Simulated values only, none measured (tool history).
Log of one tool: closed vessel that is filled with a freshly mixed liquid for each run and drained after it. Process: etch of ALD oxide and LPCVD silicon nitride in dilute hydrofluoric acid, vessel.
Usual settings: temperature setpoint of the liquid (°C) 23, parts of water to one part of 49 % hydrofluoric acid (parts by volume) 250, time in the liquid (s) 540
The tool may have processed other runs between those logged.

run    hour  temperature setpoint of the liquid (°C)  parts of water to one part of 49 % hydrofluoric acid (parts by volume)  time in the liquid (s)  wafers since the last listed run  hours since the thermometer was replaced  hours since the hydrofluoric acid flow meter was replaced  hours since the gauge calibration  read-back film thickness of the ALD oxide reference wafer, read on the same gauge (nm)  read-back film thickness of the LPCVD silicon nitride reference wafer, read on the same gauge (nm)  thickness taken off the ALD oxide on a monitor wafer (nm)  thickness taken off the LPCVD silicon nitride on a monitor wafer (nm)
  1       0                                       23                                                                     180                     540                                 0                                    1602.4                                                       47.4                             1987.4                                                                                   69.99                                                                                              50.013                                                      74.22                                                                   1.45
  2    28.2                                       23                                                                     250                     540                              2101                                    1630.6                                                       75.6                             2015.6                                                                                      70                                                                                              49.981                                                      49.61                                                                  1.087
       87.2  -- gauge calibrated
  3   243.7                                     21.5                                                                     250                     540                             16055                                    1846.1                                                      291.1                              156.5                                                                                   69.99                                                                                              49.995                                                      45.94                                                                    0.9
  4   306.9                                     21.5                                                                     250                     540                              4708                                    1909.3                                                      354.3                              219.7                                                                                      70                                                                                              50.019                                                      45.95                                                                  0.998
  5   353.3                                       23                                                                     250                     540                              3457                                    1955.7                                                      400.7                              266.1                                                                                      70                                                                                              50.007                                                      49.09                                                                  1.091
  6   394.2                                     25.5                                                                     250                     540                              3047                                    1996.6                                                      441.6                                307                                                                                      70                                                                                              49.999                                                      53.06                                                                  1.271
  7   430.8                                       23                                                                     250                     540                              2726                                    2033.2                                                      478.2                              343.6                                                                                      70                                                                                              50.021                                                      48.02                                                                  1.005
  8   460.5                                       27                                                                     340                     285                              2212                                    2062.9                                                      507.9                              373.3                                                                                   69.98                                                                                              50.009                                                      19.26                                                                  0.539
        506  -- thermometer replaced
  9   520.5                                       23                                                                     250                     385                              4395                                      14.5                                                      567.9                              433.3                                                                                   70.01                                                                                              49.999                                                      34.01                                                                  0.687
 10   583.4                                     25.5                                                                     200                     540                              4686                                      77.4                                                      630.8                              496.2                                                                                   70.01                                                                                              50.013                                                      69.06                                                                  1.552
 11   632.1                                     24.5                                                                     345                     400                              3628                                     126.1                                                      679.5                              544.9                                                                                   69.98                                                                                              49.999                                                      24.83                                                                  0.598
 12     697                                       25                                                                     250                     540                              4835                                       191                                                      744.4                              609.8                                                                                   69.97                                                                                              49.985                                                      50.39                                                                  1.122
 13   764.6                                     20.5                                                                     360                     540                              5036                                     258.6                                                        812                              677.4                                                                                   70.02                                                                                              50.011                                                      26.87                                                                  0.624
 14     808                                       23                                                                     250                     540                              3233                                       302                                                      855.4                              720.8                                                                                      70                                                                                              49.978                                                      47.53                                                                  1.061
 15   850.2                                       23                                                                     285                     670                              3144                                     344.2                                                      897.6                                763                                                                                   70.01                                                                                              50.006                                                      49.95                                                                  1.135
 16   909.2                                       23                                                                     250                     220                              4395                                     403.2                                                      956.6                                822                                                                                   70.03                                                                                              50.011                                                      18.73                                                                  0.418
 17   950.6                                       19                                                                     170                     425                              3084                                     444.6                                                        998                              863.4                                                                                      70                                                                                              49.995                                                      50.67                                                                  0.922
 18  1018.7                                     24.5                                                                     250                     540                              5073                                     512.7                                                     1066.1                              931.5                                                                                   69.99                                                                                              49.986                                                      49.29                                                                  1.128
 19    1059                                       23                                                                     285                     245                              3002                                       553                                                     1106.4                              971.8                                                                                      70                                                                                              50.002                                                      17.98                                                                  0.418
 20  1123.3                                       23                                                                     210                     540                              4790                                     617.3                                                     1170.7                             1036.1                                                                                   70.01                                                                                              49.972                                                      57.31                                                                  1.178
 21  1177.7                                       23                                                                     250                     540                              4053                                     671.7                                                     1225.1                             1090.5                                                                                   69.98                                                                                              50.001                                                      45.62                                                                  1.052
 22  1225.4                                       23                                                                     250                     540                              3553                                     719.4                                                     1272.8                             1138.2                                                                                   70.01                                                                                              50.016                                                      45.84                                                                   0.97
 23  1263.6                                       23                                                                     335                     410                              2846                                     757.6                                                       1311                             1176.4                                                                                   70.03                                                                                              50.012                                                       23.9                                                                  0.558
 24  1316.4                                       23                                                                     200                     540                              3933                                     810.4                                                     1363.8                             1229.2                                                                                   70.01                                                                                              49.988                                                      60.57                                                                  1.282
 25  1374.2                                       26                                                                     370                     810                              4306                                     868.2                                                     1421.6                               1287                                                                                   69.99                                                                                              50.019                                                      45.05                                                                  1.263
 26  1398.8                                     27.5                                                                     145                     290                              1832                                     892.8                                                     1446.2                             1311.6                                                                                   69.99                                                                                              50.009                                                      56.22                                                                  1.195

Each row is a separate what-if for the run after 26, all from the same tool condition, not one after another. Results?
  A  1399.6                                       23                                                                     250                     835                                59                                     893.6                                                       1447                             1312.4                                                                                       ?                                                                                                   ?                                                          ?                                                                      ?
  B  1399.6                                       25                                                                     160                     355                                59                                     893.6                                                       1447                             1312.4                                                                                       ?                                                                                                   ?                                                          ?                                                                      ?
  C  1399.6                                     21.5                                                                     250                     690                                59                                     893.6                                                       1447                             1312.4                                                                                       ?                                                                                                   ?                                                          ?                                                                      ?
  D  1399.6                                       23                                                                     335                     245                                59                                     893.6                                                       1447                             1312.4                                                                                       ?                                                                                                   ?                                                          ?                                                                      ?

run  read-back film thickness of the ALD oxide reference wafer, read on the same gauge (nm)  read-back film thickness of the LPCVD silicon nitride reference wafer, read on the same gauge (nm)  thickness taken off the ALD oxide on a monitor wafer (nm)  thickness taken off the LPCVD silicon nitride on a monitor wafer (nm)
  A                                                                                   69.99                                                                                              50.005                                                      70.66                                                                  1.541
  B                                                                                   69.99                                                                                              50.005                                                      55.93                                                                  1.156
  C                                                                                   69.99                                                                                              50.005                                                      55.31                                                                  1.159
  D                                                                                   69.99                                                                                              50.005                                                       14.2                                                                  0.339
What these runs would have given with no unlogged condition in the tool:
run  thickness taken off the ALD oxide on a monitor wafer (nm)  thickness taken off the LPCVD silicon nitride on a monitor wafer (nm)
  A                                                      77.54                                                                  1.658
  B                                                      61.07                                                                  1.244
  C                                                      60.66                                                                  1.246
  D                                                      15.65                                                                  0.365
